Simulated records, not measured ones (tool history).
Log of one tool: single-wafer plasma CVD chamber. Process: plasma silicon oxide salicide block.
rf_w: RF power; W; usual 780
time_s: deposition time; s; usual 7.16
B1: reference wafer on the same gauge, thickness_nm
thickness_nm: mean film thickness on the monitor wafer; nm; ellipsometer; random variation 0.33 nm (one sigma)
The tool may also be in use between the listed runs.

Run 1, hour 0: usual settings; B1 82.119. Result: thickness_nm 72.143 nm.
Run 2, hour 86.3: usual settings; B1 82.222. Result: thickness_nm 72.535 nm.
Run 3, hour 138.9: usual settings but time_s 7.64 s; B1 82.266. Result: thickness_nm 77.566 nm.
Run 4, hour 205.1: usual settings but time_s 7.64 s; B1 82.304. Result: thickness_nm 77.163 nm.
Run 5, hour 270.9: usual settings; B1 82.054. Result: thickness_nm 72.188 nm.
Run 6, hour 345.9: usual settings; B1 82.233. Result: thickness_nm 72.507 nm.
Run 7, hour 386: usual settings; B1 82.303. Result: thickness_nm 72.466 nm.
Run 8, hour 491.5: usual settings; B1 82.308. Result: thickness_nm 72.639 nm.
Run 9, hour 591.3: usual settings; B1 82.219. Result: thickness_nm 72.324 nm.
Run 10, hour 698.8: usual settings but time_s 8.08 s; B1 82.317. Result: thickness_nm 82.025 nm.
Run 11, hour 742.6: usual settings but time_s 8.08 s; B1 82.03. Result: thickness_nm 81.303 nm.
Run 12, hour 788.5: usual settings; B1 82.178. Result: thickness_nm 72.479 nm.
Run 13, hour 836.1: usual settings; B1 82.15. Result: thickness_nm 71.851 nm.
Run 14, hour 907: usual settings; B1 82.274. Result: thickness_nm 72.67 nm.
Run 15, hour 964: usual settings but time_s 6.28 s; B1 82.247. Result: thickness_nm 63.822 nm.
At hour 1009.1: RF generator calibrated.
Run 16, hour 1029.8: usual settings but time_s 6.28 s; B1 82.162. Result: thickness_nm 63.617 nm.
Run 17, hour 1132.3: usual settings but time_s 6.28 s; B1 82.176. Result: thickness_nm 63.705 nm.
Run 18, hour 1183.4: usual settings but time_s 8 s; B1 82.237. Result: thickness_nm 80.108 nm.
Run 19, hour 1229.1: usual settings; B1 82.318. Result: thickness_nm 72.36 nm.
Run 20, hour 1290.6: usual settings; B1 82.163. Result: thickness_nm 72.129 nm.
At hour 1329.5: gauge calibrated.
Run 21, hour 1336.2: usual settings but time_s 6.82 s; B1 82.301. Result: thickness_nm 69.126 nm.
At hour 1383.6: showerhead replaced.
Run 22, hour 1426.5: usual settings but rf_w 905 W, time_s 8.32 s; B1 82.413. Result: thickness_nm 88.934 nm.
Run 23, hour 1494.8: usual settings but rf_w 715 W, time_s 7.87 s; B1 82.201. Result: thickness_nm 77.499 nm.
Run 24, hour 1538.2: usual settings but time_s 7.57 s; B1 82.389. Result: thickness_nm 76.377 nm.
Run 25, hour 1611.7: usual settings; B1 82.064. Result: thickness_nm 72.172 nm.
Run 26, hour 1707.6: usual settings but rf_w 905 W, time_s 8.32 s; B1 82.202. Result: thickness_nm 88.965 nm.
Run 27, hour 1747: usual settings; B1 82.216. Result: thickness_nm 72.876 nm.
Run 28, hour 1836.4: usual settings but rf_w 710 W, time_s 7.88 s; B1 82.121. Result: thickness_nm 76.773 nm.
Run 29, hour 1878.4: usual settings; B1 82.042. Result: thickness_nm 72.106 nm.
Run 30, hour 1985.2: usual settings but rf_w 685 W, time_s 6.17 s; B1 82.158. Result: thickness_nm 59.734 nm.
Run 31, hour 2052.3: usual settings but rf_w 720 W, time_s 7.99 s; B1 82.125. Result: thickness_nm 78.26 nm.
Run 32, hour 2125.6: usual settings but rf_w 880 W, time_s 8.06 s; B1 82.112. Result: thickness_nm 84.475 nm.
Run 33, hour 2228.7: usual settings; B1 82.355. Result: thickness_nm 71.966 nm.
Run 34, hour 2336.5: usual settings; B1 82.23. Result: thickness_nm 72.547 nm.
Run 35, hour 2433.5: usual settings but rf_w 880 W, time_s 6.64 s; B1 82.18. Result: thickness_nm 70.123 nm.
Run 36, hour 2663.3: usual settings; B1 82.075. Result: thickness_nm 71.978 nm.
Run 37, hour 2935.4: usual settings but rf_w 830 W; B1 82.094. Result: thickness_nm 73.704 nm.
Run 38, hour 3037.2: usual settings but rf_w 840 W, time_s 7.66 s; B1 82.169. Result: thickness_nm 79.591 nm.
At hour 3073.7: RF generator calibrated.
Run 39, hour 3105.5: usual settings but rf_w 840 W; B1 82.191. Result: thickness_nm 74.063 nm.
Run 40, hour 3153: usual settings but rf_w 730 W, time_s 8.01 s; B1 82.116. Result: thickness_nm 79.748 nm.
Run 41, hour 3202.8: usual settings but rf_w 700 W, time_s 8.41 s; B1 82.16. Result: thickness_nm 81.822 nm.
Run 42, hour 3286.3: usual settings but rf_w 855 W, time_s 8.34 s; B1 82.113. Result: thickness_nm 86.764 nm.
Run 43, hour 3371.8: usual settings but rf_w 895 W, time_s 8.18 s; B1 82.249. Result: thickness_nm 86.987 nm.
Run 44, hour 3436: usual settings; B1 82.065. Result: thickness_nm 72.674 nm.

The tool's hidden state at each run:
delivered RF power above the setpoint (%): 0 in every run
gauge reads high (%): 0 in every run

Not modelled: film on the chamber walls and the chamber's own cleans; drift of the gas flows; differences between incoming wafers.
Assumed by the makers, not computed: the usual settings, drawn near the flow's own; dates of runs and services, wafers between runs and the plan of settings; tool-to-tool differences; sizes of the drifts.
